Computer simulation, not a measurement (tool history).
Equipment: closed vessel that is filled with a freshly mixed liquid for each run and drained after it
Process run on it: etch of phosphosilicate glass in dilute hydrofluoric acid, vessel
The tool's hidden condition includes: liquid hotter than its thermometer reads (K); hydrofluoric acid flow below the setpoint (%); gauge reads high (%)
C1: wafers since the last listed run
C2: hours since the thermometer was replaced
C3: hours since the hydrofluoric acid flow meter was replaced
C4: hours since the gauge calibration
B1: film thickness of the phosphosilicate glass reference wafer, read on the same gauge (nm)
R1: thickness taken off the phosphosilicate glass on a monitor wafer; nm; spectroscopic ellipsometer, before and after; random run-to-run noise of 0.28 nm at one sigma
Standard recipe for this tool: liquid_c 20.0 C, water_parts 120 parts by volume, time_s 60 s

{"run": 1, "hour": 0.0, "liquid_c": 20.0, "water_parts": 120, "time_s": 60, "C1": 0, "C2": 736.5, "C3": 199.5, "C4": 571.0, "B1": 129.99, "R1": 37.85}
{"run": 2, "hour": 71.4, "liquid_c": 20.0, "water_parts": 120, "time_s": 60, "C1": 7225, "C2": 807.9, "C3": 270.9, "C4": 642.4, "B1": 129.99, "R1": 38.11}
{"run": 3, "hour": 247.4, "liquid_c": 20.0, "water_parts": 80, "time_s": 60, "C1": 17810, "C2": 983.9, "C3": 446.9, "C4": 818.4, "B1": 130.0, "R1": 57.72}
{"run": 4, "hour": 308.9, "liquid_c": 20.0, "water_parts": 80, "time_s": 60, "C1": 6223, "C2": 1045.4, "C3": 508.4, "C4": 879.9, "B1": 130.02, "R1": 57.44}
{"run": 5, "hour": 345.9, "liquid_c": 20.0, "water_parts": 80, "time_s": 60, "C1": 3744, "C2": 1082.4, "C3": 545.4, "C4": 916.9, "B1": 129.99, "R1": 57.72}
{"run": 6, "hour": 396.1, "liquid_c": 20.0, "water_parts": 120, "time_s": 60, "C1": 5079, "C2": 1132.6, "C3": 595.6, "C4": 967.1, "B1": 129.99, "R1": 36.26}
{"run": 7, "hour": 459.2, "liquid_c": 20.0, "water_parts": 120, "time_s": 60, "C1": 6385, "C2": 1195.7, "C3": 658.7, "C4": 1030.2, "B1": 129.99, "R1": 36.42}
{"run": 8, "hour": 522.9, "liquid_c": 20.0, "water_parts": 120, "time_s": 60, "C1": 6446, "C2": 1259.4, "C3": 722.4, "C4": 1093.9, "B1": 129.99, "R1": 35.9}
{"hour": 564.6, "done": "hydrofluoric acid flow meter replaced"}
{"run": 9, "hour": 587.1, "liquid_c": 20.0, "water_parts": 120, "time_s": 50, "C1": 6395, "C2": 1323.6, "C3": 22.5, "C4": 1158.1, "B1": 129.99, "R1": 28.33}
{"run": 10, "hour": 611.5, "liquid_c": 20.0, "water_parts": 120, "time_s": 50, "C1": 2469, "C2": 1348.0, "C3": 46.9, "C4": 1182.5, "B1": 130.01, "R1": 28.69}
{"hour": 644.6, "done": "gauge calibrated"}
{"run": 11, "hour": 670.3, "liquid_c": 20.0, "water_parts": 120, "time_s": 60, "C1": 5950, "C2": 1406.8, "C3": 105.7, "C4": 25.7, "B1": 130.01, "R1": 33.76}
{"run": 12, "hour": 714.4, "liquid_c": 20.0, "water_parts": 120, "time_s": 60, "C1": 4462, "C2": 1450.9, "C3": 149.8, "C4": 69.8, "B1": 130.02, "R1": 33.5}
{"run": 13, "hour": 739.5, "liquid_c": 20.0, "water_parts": 120, "time_s": 60, "C1": 2539, "C2": 1476.0, "C3": 174.9, "C4": 94.9, "B1": 130.0, "R1": 33.99}
{"hour": 803.9, "done": "thermometer replaced"}
{"run": 14, "hour": 806.2, "liquid_c": 20.0, "water_parts": 120, "time_s": 60, "C1": 6648, "C2": 2.3, "C3": 241.6, "C4": 161.6, "B1": 130.0, "R1": 33.02}
{"run": 15, "hour": 850.8, "liquid_c": 20.0, "water_parts": 120, "time_s": 60, "C1": 4513, "C2": 46.9, "C3": 286.2, "C4": 206.2, "B1": 130.03, "R1": 33.49}
{"hour": 907.5, "done": "hydrofluoric acid flow meter replaced, repeated, since the last time left the tool worse"}
{"run": 16, "hour": 914.3, "liquid_c": 20.0, "water_parts": 120, "time_s": 60, "C1": 6324, "C2": 110.4, "C3": 6.8, "C4": 269.7, "B1": 129.98, "R1": 38.41}
{"run": 17, "hour": 972.1, "liquid_c": 17.0, "water_parts": 175, "time_s": 75, "C1": 5849, "C2": 168.2, "C3": 64.6, "C4": 327.5, "B1": 130.0, "R1": 26.93}
{"run": 18, "hour": 1007.3, "liquid_c": 20.0, "water_parts": 120, "time_s": 60, "C1": 3562, "C2": 203.4, "C3": 99.8, "C4": 362.7, "B1": 130.0, "R1": 37.54}
{"run": 19, "hour": 1062.7, "liquid_c": 20.0, "water_parts": 120, "time_s": 95, "C1": 5606, "C2": 258.8, "C3": 155.2, "C4": 418.1, "B1": 130.0, "R1": 59.56}
{"run": 20, "hour": 1097.5, "liquid_c": 24.0, "water_parts": 75, "time_s": 30, "C1": 3521, "C2": 293.6, "C3": 190.0, "C4": 452.9, "B1": 129.99, "R1": 37.06}
{"run": 21, "hour": 1133.2, "liquid_c": 20.0, "water_parts": 120, "time_s": 60, "C1": 3612, "C2": 329.3, "C3": 225.7, "C4": 488.6, "B1": 130.01, "R1": 37.24}
{"run": 22, "hour": 1172.6, "liquid_c": 20.0, "water_parts": 120, "time_s": 45, "C1": 3987, "C2": 368.7, "C3": 265.1, "C4": 528.0, "B1": 129.99, "R1": 27.74}
{"run": 23, "hour": 1203.2, "liquid_c": 22.5, "water_parts": 120, "time_s": 60, "C1": 3096, "C2": 399.3, "C3": 295.7, "C4": 558.6, "B1": 130.0, "R1": 40.64}
{"run": 24, "hour": 1269.1, "liquid_c": 18.5, "water_parts": 120, "time_s": 95, "C1": 6668, "C2": 465.2, "C3": 361.6, "C4": 624.5, "B1": 129.99, "R1": 54.96}
{"run": 25, "hour": 1336.8, "liquid_c": 20.0, "water_parts": 70, "time_s": 60, "C1": 6850, "C2": 532.9, "C3": 429.3, "C4": 692.2, "B1": 129.99, "R1": 65.82}
{"run": 26, "hour": 1382.6, "liquid_c": 21.5, "water_parts": 120, "time_s": 60, "C1": 4634, "C2": 578.7, "C3": 475.1, "C4": 738.0, "B1": 130.01, "R1": 38.77}
{"run": 27, "hour": 1431.0, "liquid_c": 20.0, "water_parts": 120, "time_s": 50, "C1": 4897, "C2": 627.1, "C3": 523.5, "C4": 786.4, "B1": 130.0, "R1": 30.65}
{"run": 28, "hour": 1480.7, "liquid_c": 20.0, "water_parts": 155, "time_s": 60, "C1": 5029, "C2": 676.8, "C3": 573.2, "C4": 836.1, "B1": 129.99, "R1": 26.99}
{"run": 29, "hour": 1528.7, "liquid_c": 25.0, "water_parts": 150, "time_s": 30, "C1": 4857, "C2": 724.8, "C3": 621.2, "C4": 884.1, "B1": 130.0, "R1": 16.84}
{"run": 30, "hour": 1597.9, "liquid_c": 20.0, "water_parts": 120, "time_s": 60, "C1": 7002, "C2": 794.0, "C3": 690.4, "C4": 953.3, "B1": 130.03, "R1": 35.93}
{"run": 31, "hour": 1626.1, "liquid_c": 20.0, "water_parts": 120, "time_s": 60, "C1": 2853, "C2": 822.2, "C3": 718.6, "C4": 981.5, "B1": 130.01, "R1": 36.08}
{"hour": 1655.0, "done": "hydrofluoric acid flow meter replaced"}
{"run": 32, "hour": 1686.4, "liquid_c": 23.5, "water_parts": 85, "time_s": 60, "C1": 6000, "C2": 882.5, "C3": 31.4, "C4": 1041.8, "B1": 130.0, "R1": 63.87}
{"run": 33, "hour": 1755.6, "liquid_c": 20.0, "water_parts": 120, "time_s": 60, "C1": 7002, "C2": 951.7, "C3": 100.6, "C4": 1111.0, "B1": 129.98, "R1": 37.71}

Had the tool no unlogged condition, and each run kept its random variation, what would the results have been?
run=1 R1=38.58
run=2 R1=39.08
run=3 R1=60.03
run=4 R1=60.05
run=5 R1=60.52
run=6 R1=38.26
run=7 R1=38.64
run=8 R1=38.31
run=9 R1=31.97
run=10 R1=32.44
run=11 R1=38.39
run=12 R1=38.25
run=13 R1=38.90
run=14 R1=38.04
run=15 R1=38.74
run=16 R1=38.77
run=17 R1=27.32
run=18 R1=38.19
run=19 R1=60.88
run=20 R1=37.96
run=21 R1=38.30
run=22 R1=28.62
run=23 R1=42.06
run=24 R1=57.19
run=25 R1=68.77
run=26 R1=40.76
run=27 R1=32.35
run=28 R1=28.66
run=29 R1=17.98
run=30 R1=38.50
run=31 R1=38.75
run=32 R1=64.62
run=33 R1=38.38
